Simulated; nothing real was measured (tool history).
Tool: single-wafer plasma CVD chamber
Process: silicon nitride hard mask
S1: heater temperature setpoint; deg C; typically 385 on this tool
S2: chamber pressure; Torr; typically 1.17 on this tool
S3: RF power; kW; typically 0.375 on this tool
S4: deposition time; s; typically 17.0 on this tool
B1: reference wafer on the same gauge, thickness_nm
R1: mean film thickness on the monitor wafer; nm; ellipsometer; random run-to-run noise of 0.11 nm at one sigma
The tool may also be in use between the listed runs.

run,hour,S1,S2,S3,S4,B1,R1
1,0.0,379,1.17,0.375,17.0,19.283,19.902
2,11.2,385,1.17,0.375,17.0,19.309,19.776
3,25.0,385,1.17,0.375,17.0,19.321,19.808
# hour 38.7: capacitance manometer re-zeroed and calibrated
# hour 64.1: thermocouple changed; heater temperature recalibrated
4,67.8,385,1.17,0.375,17.0,19.295,19.597
5,76.4,385,1.17,0.375,17.0,19.276,19.556
6,82.9,385,1.24,0.375,18.1,19.277,21.435
7,98.5,385,1.17,0.375,17.0,19.292,19.723
8,113.7,399,1.17,0.305,15.9,19.297,16.742
# hour 128.1: showerhead replaced
9,128.6,385,1.45,0.325,14.9,19.304,17.207
10,133.2,385,1.17,0.375,17.0,19.325,19.594
11,143.2,385,1.01,0.425,20.3,19.322,23.695
12,156.3,385,0.93,0.375,17.0,19.299,18.554
# hour 166.6: gauge calibrated
13,166.7,385,0.90,0.375,18.4,19.307,19.704
14,180.2,390,1.17,0.375,14.3,19.312,16.643
15,193.8,385,1.17,0.375,16.0,19.299,18.493
16,207.1,385,1.17,0.375,17.0,19.288,19.748
17,223.8,397,1.05,0.375,14.7,19.297,16.409
18,229.8,385,1.36,0.375,17.0,19.287,20.500
19,241.4,385,1.17,0.375,17.0,19.298,19.787
20,250.7,385,1.17,0.375,17.0,19.300,19.571
# hour 264.4: RF generator calibrated
21,264.9,385,1.24,0.375,18.3,19.306,21.590
22,273.6,385,1.17,0.375,18.0,19.312,20.800
23,284.2,395,1.32,0.435,20.3,19.311,25.705
24,324.0,375,1.17,0.375,17.0,19.295,19.981
25,335.2,394,1.17,0.375,17.0,19.285,19.588
26,349.7,385,1.17,0.375,19.1,19.295,21.904
27,364.1,385,1.17,0.375,17.0,19.307,19.874
28,379.9,385,1.17,0.305,17.0,19.302,17.956
29,395.2,385,1.25,0.375,15.9,19.305,18.743
30,403.6,385,1.17,0.375,17.0,19.297,19.795

What was the tool's hidden state at every run in the log?
wafer temperature above the value expected at the setpoint (K): 0, the same for each run
delivered RF power above the setpoint (%): 0, the same for each run
true pressure above the setpoint (%): 0, the same for each run
gauge reads high (%): 0, the same for each run
